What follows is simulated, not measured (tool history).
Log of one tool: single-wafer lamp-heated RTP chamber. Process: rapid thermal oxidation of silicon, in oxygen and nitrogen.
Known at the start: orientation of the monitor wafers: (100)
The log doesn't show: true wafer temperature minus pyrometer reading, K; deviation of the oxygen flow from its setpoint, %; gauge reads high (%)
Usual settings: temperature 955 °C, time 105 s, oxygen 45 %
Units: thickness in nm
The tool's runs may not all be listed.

| run | hour | temperature | time | oxygen | wafers since the last listed run | wafers since the last pyrometer calibration | hours since the oxygen flow controller was replaced | hours since the gauge calibration | read-back reference wafer on the same gauge, thickness | thickness |
|---|---|---|---|---|---|---|---|---|---|---|
| 1 | 0.0 | 955 | 105 | 45 | 0 | 5356 | 4093.0 | 64.2 | 4.431 | 4.138 |
| 2 | 25.5 | 955 | 105 | 45 | 252 | 5608 | 4118.5 | 89.7 | 4.429 | 4.136 |
| 3 | 55.4 | 955 | 105 | 45 | 295 | 5903 | 4148.4 | 119.6 | 4.431 | 4.141 |
| 4 | 73.6 | 955 | 105 | 45 | 179 | 6083 | 4166.6 | 137.8 | 4.430 | 4.160 |
| 5 | 95.5 | 955 | 105 | 45 | 216 | 6299 | 4188.5 | 159.7 | 4.430 | 4.157 |
| 6 | 123.9 | 955 | 105 | 45 | 280 | 6580 | 4216.9 | 188.1 | 4.430 | 4.159 |
| 7 | 154.8 | 963 | 105 | 45 | 305 | 6886 | 4247.8 | 219.0 | 4.430 | 4.403 |
| 8 | 184.7 | 963 | 105 | 45 | 295 | 7181 | 4277.7 | 248.9 | 4.431 | 4.443 |
| 9 | 197.6 | 963 | 105 | 45 | 127 | 7308 | 4290.6 | 261.8 | 4.434 | 4.441 |
|  | 238.3 | pyrometer window cleaned and pyrometer calibrated |
|  | 248.4 | gauge calibrated |
| 10 | 265.2 | 955 | 105 | 45 | 589 | 265 | 4358.2 | 16.8 | 4.432 | 4.013 |
| 11 | 283.2 | 980 | 105 | 45 | 177 | 443 | 4376.2 | 34.8 | 4.427 | 4.804 |
| 12 | 316.8 | 927 | 82 | 70 | 332 | 775 | 4409.8 | 68.4 | 4.433 | 3.452 |
| 13 | 337.5 | 955 | 105 | 54 | 204 | 980 | 4430.5 | 89.1 | 4.431 | 4.276 |
| 14 | 350.5 | 955 | 105 | 45 | 128 | 1108 | 4443.5 | 102.1 | 4.431 | 4.018 |
|  | 383.5 | oxygen flow controller replaced |
| 15 | 384.0 | 935 | 129 | 45 | 252 | 1360 | 0.5 | 135.6 | 4.430 | 3.814 |
| 16 | 416.4 | 955 | 105 | 45 | 320 | 1680 | 32.9 | 168.0 | 4.431 | 4.043 |
| 17 | 445.6 | 955 | 105 | 45 | 288 | 1969 | 62.1 | 197.2 | 4.429 | 4.034 |
| 18 | 472.5 | 932 | 105 | 45 | 265 | 2235 | 89.0 | 224.1 | 4.430 | 3.466 |
| 19 | 526.5 | 955 | 105 | 71 | 533 | 2768 | 143.0 | 278.1 | 4.429 | 4.677 |
| 20 | 540.8 | 955 | 84 | 45 | 141 | 2910 | 157.3 | 292.4 | 4.434 | 3.720 |

Forecast each of these 4 alternatives for the next run:
| A | 541.3 | 955 | 105 | 18 | 4 | 2915 | 157.8 | 292.9 | ? | ? |
| B | 541.3 | 955 | 88 | 45 | 4 | 2915 | 157.8 | 292.9 | ? | ? |
| C | 541.3 | 975 | 105 | 53 | 4 | 2915 | 157.8 | 292.9 | ? | ? |
| D | 541.3 | 930 | 75 | 24 | 4 | 2915 | 157.8 | 292.9 | ? | ? |

| run | read-back reference wafer on the same gauge, thickness | thickness |
|---|---|---|
| A | 4.426 | 3.186 |
| B | 4.426 | 3.787 |
| C | 4.426 | 4.929 |
| D | 4.426 | 2.735 |
Without the tool's hidden state the same runs would have given:
| run | thickness |
|---|---|
| A | 3.165 |
| B | 3.755 |
| C | 4.884 |
| D | 2.722 |
